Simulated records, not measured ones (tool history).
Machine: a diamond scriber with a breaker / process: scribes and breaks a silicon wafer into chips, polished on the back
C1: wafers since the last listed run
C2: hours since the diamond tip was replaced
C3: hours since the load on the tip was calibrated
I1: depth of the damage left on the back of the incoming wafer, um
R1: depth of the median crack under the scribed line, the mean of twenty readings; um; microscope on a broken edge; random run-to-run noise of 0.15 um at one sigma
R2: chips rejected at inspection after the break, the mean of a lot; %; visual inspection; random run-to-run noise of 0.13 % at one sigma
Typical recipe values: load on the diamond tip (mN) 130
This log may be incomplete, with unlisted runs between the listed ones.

run 1 hour=0.0 | load_on_the_diamond_tip_(mN)=130 | C1=0 C2=29.6 C3=368.3 | I1=0.03 | R1=14.92 R2=1.75
-- hour=21.9 load on the tip recalibrated
run 2 hour=24.0 | load_on_the_diamond_tip_(mN)=130 | C1=70 C2=53.6 C3=2.1 | I1=0.03 | R1=14.72 R2=1.82
run 3 hour=44.3 | load_on_the_diamond_tip_(mN)=130 | C1=64 C2=73.9 C3=22.4 | I1=0.03 | R1=14.77 R2=1.73
run 4 hour=79.2 | load_on_the_diamond_tip_(mN)=130 | C1=111 C2=108.8 C3=57.3 | I1=0.05 | R1=14.74 R2=1.76
run 5 hour=108.8 | load_on_the_diamond_tip_(mN)=130 | C1=94 C2=138.4 C3=86.9 | I1=0.02 | R1=14.87 R2=1.68
run 6 hour=129.2 | load_on_the_diamond_tip_(mN)=130 | C1=65 C2=158.8 C3=107.3 | I1=0.04 | R1=14.56 R2=1.77
run 7 hour=151.6 | load_on_the_diamond_tip_(mN)=145 | C1=71 C2=181.2 C3=129.7 | I1=0.03 | R1=15.89 R2=1.82
run 8 hour=170.4 | load_on_the_diamond_tip_(mN)=145 | C1=60 C2=200.0 C3=148.5 | I1=0.01 | R1=15.55 R2=1.78
run 9 hour=203.7 | load_on_the_diamond_tip_(mN)=130 | C1=106 C2=233.3 C3=181.8 | I1=0.04 | R1=14.83 R2=1.94
-- hour=213.5 diamond tip replaced by a new one
run 10 hour=233.3 | load_on_the_diamond_tip_(mN)=130 | C1=88 C2=19.8 C3=211.4 | I1=0.01 | R1=14.99 R2=1.69
run 11 hour=268.7 | load_on_the_diamond_tip_(mN)=154 | C1=113 C2=55.2 C3=246.8 | I1=0.04 | R1=16.07 R2=2.35
run 12 hour=296.0 | load_on_the_diamond_tip_(mN)=154 | C1=87 C2=82.5 C3=274.1 | I1=0.02 | R1=16.34 R2=2.81
run 13 hour=400.8 | load_on_the_diamond_tip_(mN)=154 | C1=334 C2=187.3 C3=378.9 | I1=0.05 | R1=16.44 R2=2.89
run 14 hour=419.7 | load_on_the_diamond_tip_(mN)=118 | C1=60 C2=206.2 C3=397.8 | I1=0.02 | R1=13.92 R2=1.66
run 15 hour=448.5 | load_on_the_diamond_tip_(mN)=118 | C1=92 C2=235.0 C3=426.6 | I1=0.02 | R1=14.01 R2=2.12
-- hour=475.8 load on the tip recalibrated
run 16 hour=478.7 | load_on_the_diamond_tip_(mN)=157 | C1=90 C2=265.2 C3=2.9 | I1=0.05 | R1=16.70 R2=2.83
run 17 hour=501.1 | load_on_the_diamond_tip_(mN)=157 | C1=71 C2=287.6 C3=25.3 | I1=0.05 | R1=16.48 R2=3.08
-- hour=507.9 diamond tip replaced by a new one
run 18 hour=528.7 | load_on_the_diamond_tip_(mN)=101 | C1=81 C2=20.8 C3=52.9 | I1=0.03 | R1=12.60 R2=3.50
run 19 hour=560.7 | load_on_the_diamond_tip_(mN)=130 | C1=102 C2=52.8 C3=84.9 | I1=0.05 | R1=14.79 R2=1.80
run 20 hour=581.7 | load_on_the_diamond_tip_(mN)=130 | C1=67 C2=73.8 C3=105.9 | I1=0.05 | R1=14.99 R2=1.45
run 21 hour=615.6 | load_on_the_diamond_tip_(mN)=130 | C1=108 C2=107.7 C3=139.8 | I1=0.01 | R1=15.06 R2=1.81
run 22 hour=633.7 | load_on_the_diamond_tip_(mN)=104 | C1=57 C2=125.8 C3=157.9 | I1=0.02 | R1=13.08 R2=3.68
run 23 hour=657.3 | load_on_the_diamond_tip_(mN)=106 | C1=75 C2=149.4 C3=181.5 | I1=0.04 | R1=13.36 R2=3.27
run 24 hour=689.6 | load_on_the_diamond_tip_(mN)=143 | C1=103 C2=181.7 C3=213.8 | I1=0.05 | R1=15.82 R2=1.98
run 25 hour=722.7 | load_on_the_diamond_tip_(mN)=130 | C1=105 C2=214.8 C3=246.9 | I1=0.01 | R1=15.19 R2=1.52
run 26 hour=741.7 | load_on_the_diamond_tip_(mN)=154 | C1=60 C2=233.8 C3=265.9 | I1=0.02 | R1=16.51 R2=2.97
run 27 hour=756.7 | load_on_the_diamond_tip_(mN)=146 | C1=47 C2=248.8 C3=280.9 | I1=0.05 | R1=15.90 R2=2.04
-- hour=760.0 diamond tip replaced by a new one
run 28 hour=782.9 | load_on_the_diamond_tip_(mN)=114 | C1=77 C2=22.9 C3=307.1 | I1=0.05 | R1=13.88 R2=2.46
run 29 hour=798.2 | load_on_the_diamond_tip_(mN)=98 | C1=48 C2=38.2 C3=322.4 | I1=0.04 | R1=12.47 R2=4.16

Expected results for the next run?
run 30 hour=815.6 | load_on_the_diamond_tip_(mN)=108 | C1=55 C2=55.6 C3=339.8 | I1=0.03 | R1=? R2=?

{"run 30": {"R1": 13.31, "R2": 2.7}}
On a tool with no hidden condition, and with the same random variation, this run would have come out at R1 13.31 um, R2 2.70 %.
